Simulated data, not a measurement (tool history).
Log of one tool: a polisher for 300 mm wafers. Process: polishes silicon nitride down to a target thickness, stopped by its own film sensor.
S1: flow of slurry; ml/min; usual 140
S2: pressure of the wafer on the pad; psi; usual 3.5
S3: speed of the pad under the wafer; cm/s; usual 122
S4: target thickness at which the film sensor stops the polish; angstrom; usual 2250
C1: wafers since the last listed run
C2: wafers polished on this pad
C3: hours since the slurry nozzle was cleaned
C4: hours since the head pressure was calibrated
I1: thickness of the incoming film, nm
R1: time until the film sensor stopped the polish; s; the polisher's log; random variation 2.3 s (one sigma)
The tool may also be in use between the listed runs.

Run 1, hour 0: usual settings; C1 0; C2 1603; C3 100.7; C4 903; I1 501.1. Result: R1 120 s.
Run 2, hour 91.1: usual settings but S1 110 ml/min; C1 487; C2 2091; C3 191.8; C4 994.1; I1 500. Result: R1 123.1 s.
Run 3, hour 175.8: usual settings but S1 110 ml/min; C1 453; C2 2544; C3 276.5; C4 1078.8; I1 491.9. Result: R1 124.4 s.
Run 4, hour 409.9: usual settings but S2 3.1 psi, S4 1680 angstrom; C1 1252; C2 3797; C3 510.6; C4 1312.9; I1 511.1. Result: R1 177.5 s.
At hour 428.7: worn pad replaced by a new one.
Run 5, hour 481.5: usual settings but S2 3.1 psi, S4 1680 angstrom; C1 361; C2 282; C3 582.2; C4 1384.5; I1 499.6. Result: R1 177.3 s.
Run 6, hour 540.8: usual settings; C1 317; C2 600; C3 641.5; C4 1443.8; I1 497.1. Result: R1 132.6 s.
At hour 544.8: head pressure recalibrated.
At hour 572.8: slurry nozzle cleaned.
Run 7, hour 632.5: usual settings; C1 474; C2 1074; C3 59.7; C4 87.7; I1 496.4. Result: R1 112.8 s.
Run 8, hour 685.3: usual settings; C1 282; C2 1357; C3 112.5; C4 140.5; I1 504.8. Result: R1 117.5 s.
Run 9, hour 753.5: usual settings; C1 365; C2 1722; C3 180.7; C4 208.7; I1 504.2. Result: R1 123.2 s.
Run 10, hour 835: usual settings but S1 160 ml/min; C1 436; C2 2158; C3 262.2; C4 290.2; I1 498.3. Result: R1 109 s.
Run 11, hour 885.1: usual settings but S1 160 ml/min; C1 268; C2 2426; C3 312.3; C4 340.3; I1 507.8. Result: R1 119.3 s.
Run 12, hour 981.8: usual settings but S1 160 ml/min; C1 517; C2 2944; C3 409; C4 437; I1 503.4. Result: R1 120.3 s.
Run 13, hour 1084.1: usual settings; C1 547; C2 3492; C3 511.3; C4 539.3; I1 494.8. Result: R1 122.8 s.
At hour 1132.6: worn pad replaced by a new one.
Run 14, hour 1150.3: usual settings; C1 332; C2 94; C3 577.5; C4 605.5; I1 499.7. Result: R1 126.5 s.
At hour 1237.4: slurry nozzle cleaned.
Run 15, hour 1240.6: usual settings; C1 477; C2 572; C3 3.2; C4 695.8; I1 508. Result: R1 117.6 s.
Run 16, hour 1291.3: usual settings but S1 155 ml/min, S2 2.5 psi; C1 271; C2 844; C3 53.9; C4 746.5; I1 503.5. Result: R1 156 s.
Run 17, hour 1335.7: usual settings but S1 110 ml/min; C1 237; C2 1081; C3 98.3; C4 790.9; I1 501.3. Result: R1 122.7 s.
Run 18, hour 1399.9: usual settings; C1 343; C2 1425; C3 162.5; C4 855.1; I1 498.8. Result: R1 117 s.
Run 19, hour 1448.4: usual settings but S1 185 ml/min; C1 259; C2 1684; C3 211; C4 903.6; I1 504.5. Result: R1 112.2 s.
Run 20, hour 1548.1: usual settings but S1 190 ml/min, S2 4 psi; C1 533; C2 2218; C3 310.7; C4 1003.3; I1 499.2. Result: R1 101.3 s.
Run 21, hour 1643.3: usual settings but S1 110 ml/min; C1 509; C2 2728; C3 405.9; C4 1098.5; I1 504.3. Result: R1 130.7 s.
Run 22, hour 1690: usual settings but S3 160 cm/s, S4 3130 angstrom; C1 249; C2 2978; C3 452.6; C4 1145.2; I1 498.1. Result: R1 66.1 s.
Run 23, hour 1751.8: usual settings but S1 190 ml/min; C1 330; C2 3308; C3 514.4; C4 1207; I1 500.6. Result: R1 117.2 s.
Run 24, hour 1823.4: usual settings but S2 3 psi, S3 80 cm/s; C1 383; C2 3692; C3 586; C4 1278.6; I1 498.8. Result: R1 204.5 s.
At hour 1861.9: slurry nozzle cleaned.
Run 25, hour 1872: usual settings; C1 254; C2 3946; C3 10.1; C4 1327.2; I1 495.2. Result: R1 112.1 s.
At hour 1898.6: worn pad replaced by a new one.
Run 26, hour 1920.4: usual settings but S1 110 ml/min; C1 237; C2 116; C3 58.5; C4 1375.6; I1 496.9. Result: R1 117.4 s.
Run 27, hour 1993.9: usual settings but S1 95 ml/min, S2 2.6 psi, S4 2580 angstrom; C1 393; C2 510; C3 132; C4 1449.1; I1 499.2. Result: R1 151.6 s.
At hour 2077: head pressure recalibrated.
Run 28, hour 2083.7: usual settings but S2 2.7 psi; C1 469; C2 980; C3 221.8; C4 6.7; I1 498.4. Result: R1 149.2 s.
Run 29, hour 2315.3: usual settings but S1 115 ml/min, S4 2610 angstrom; C1 1239; C2 2219; C3 453.4; C4 238.3; I1 509.5. Result: R1 122 s.
Run 30, hour 2374.3: usual settings but S3 146 cm/s; C1 315; C2 2535; C3 512.4; C4 297.3; I1 493.2. Result: R1 106.2 s.
Run 31, hour 2411.3: usual settings but S1 100 ml/min, S4 1650 angstrom; C1 198; C2 2733; C3 549.4; C4 334.3; I1 504. Result: R1 175.5 s.
Run 32, hour 2494.6: usual settings but S2 3.9 psi; C1 445; C2 3179; C3 632.7; C4 417.6; I1 507.4. Result: R1 120.4 s.
At hour 2529.6: worn pad replaced by a new one.
At hour 2574.8: slurry nozzle cleaned.
Run 33, hour 2600.7: usual settings but S1 180 ml/min, S2 3.1 psi; C1 541; C2 375; C3 25.9; C4 523.7; I1 503.7. Result: R1 128.4 s.
Run 34, hour 2679.7: usual settings; C1 422; C2 797; C3 104.9; C4 602.7; I1 503. Result: R1 115.8 s.
Run 35, hour 2753.5: usual settings; C1 395; C2 1192; C3 178.7; C4 676.5; I1 494.9. Result: R1 114.6 s.
Run 36, hour 2821.9: usual settings but S1 100 ml/min, S2 2.6 psi, S3 148 cm/s, S4 1650 angstrom; C1 366; C2 1559; C3 247.1; C4 744.9; I1 498.6. Result: R1 185.3 s.
Run 37, hour 2868.2: usual settings but S1 115 ml/min, S4 2610 angstrom; C1 247; C2 1806; C3 293.4; C4 791.2; I1 497.7. Result: R1 104.7 s.

4 ways to go on from here, each from the tool as it stands after run 37. What would each give?
Run A, hour 2868.7: usual settings but S2 4.1 psi; C1 2; C2 1809; C3 293.9; C4 791.7; I1 501.5. Result: R1 ?.
Run B, hour 2868.7: usual settings but S1 115 ml/min, S2 2.9 psi, S3 100 cm/s, S4 1580 angstrom; C1 2; C2 1809; C3 293.9; C4 791.7; I1 501.5. Result: R1 ?.
Run C, hour 2868.7: usual settings but S1 170 ml/min, S2 4.1 psi, S3 80 cm/s, S4 1810 angstrom; C1 2; C2 1809; C3 293.9; C4 791.7; I1 501.5. Result: R1 ?.
Run D, hour 2868.7: usual settings but S1 115 ml/min, S3 136 cm/s; C1 2; C2 1809; C3 293.9; C4 791.7; I1 501.5. Result: R1 ?.

run     R1
  A  105.9
  B  224.5
  C  164.3
  D    119
Without the tool's hidden state the same runs would have given:
run     R1
  A   99.9
  B  209.2
  C  156.6
  D  110.8
